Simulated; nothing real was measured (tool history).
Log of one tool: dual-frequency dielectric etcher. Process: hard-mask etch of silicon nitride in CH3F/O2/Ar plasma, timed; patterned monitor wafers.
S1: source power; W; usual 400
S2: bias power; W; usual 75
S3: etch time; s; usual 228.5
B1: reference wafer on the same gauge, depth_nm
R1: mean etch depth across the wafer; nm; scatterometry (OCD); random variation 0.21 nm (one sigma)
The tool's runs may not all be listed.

| run | hour | S1 | S2 | S3 | B1 | R1 |
|---|---|---|---|---|---|---|
| 1 | 0 | 400 | 84 | 228.5 | 162 | 144.8 |
| 2 | 15.4 | 400 | 84 | 228.5 | 162 | 144.6 |
| 3 | 47.5 | 400 | 84 | 228.5 | 162 | 144.2 |
| 4 | 73.8 | 400 | 75 | 228.5 | 162 | 139.7 |
| 5 | 96.4 | 460 | 75 | 228.5 | 162 | 144.9 |
| 6 | 117.9 | 460 | 75 | 228.5 | 162.1 | 144.6 |
| 7 | 148.6 | 400 | 75 | 176 | 161.9 | 106.9 |
|  | 173.4 | bias power generator calibrated |
| 8 | 181.4 | 400 | 75 | 176 | 162 | 106.6 |
|  | 207.6 | wet clean of the chamber |
| 9 | 208.1 | 400 | 75 | 176 | 162 | 109.1 |
|  | 213.7 | source power generator calibrated |
| 10 | 239.3 | 400 | 75 | 228.5 | 162 | 141 |
|  | 240.5 | gauge calibrated |
| 11 | 254.6 | 400 | 75 | 228.5 | 162 | 141.1 |
|  | 284.4 | upper electrode replaced |
| 12 | 284.9 | 470 | 92 | 292.5 | 162 | 200.6 |
| 13 | 299.3 | 430 | 86 | 166 | 162.1 | 108.7 |
| 14 | 332.4 | 490 | 92 | 262.5 | 162 | 181.6 |
| 15 | 365.8 | 460 | 68 | 288.5 | 162 | 179.5 |
| 16 | 389.8 | 320 | 75 | 181.5 | 162 | 104.9 |
| 17 | 409.8 | 400 | 75 | 228.5 | 162 | 140.2 |
| 18 | 432.9 | 360 | 75 | 271 | 162 | 160.6 |
| 19 | 455 | 400 | 75 | 228.5 | 162 | 139.5 |
| 20 | 470.5 | 400 | 75 | 258.5 | 161.9 | 157.7 |
| 21 | 487.3 | 450 | 75 | 166 | 162 | 104.5 |
| 22 | 502.2 | 400 | 58 | 284 | 162 | 161.3 |
| 23 | 519.9 | 360 | 67 | 169 | 162 | 96.8 |

5 ways to go on from here, each from the tool as it stands after run 23. What would each give?
| A | 520.4 | 400 | 75 | 228.5 | ? | ? |
| B | 520.4 | 350 | 56 | 182.5 | ? | ? |
| C | 520.4 | 400 | 66 | 228.5 | ? | ? |
| D | 520.4 | 400 | 88 | 208 | ? | ? |
| E | 520.4 | 340 | 87 | 187.5 | ? | ? |

| run | B1 | R1 |
|---|---|---|
| A | 162 | 138.8 |
| B | 162 | 98.6 |
| C | 162 | 133.9 |
| D | 162 | 132.4 |
| E | 162 | 113.7 |
Without the tool's hidden state the same runs would have given:
| run | R1 |
|---|---|
| A | 140.9 |
| B | 100.1 |
| C | 136 |
| D | 134.5 |
| E | 115.5 |
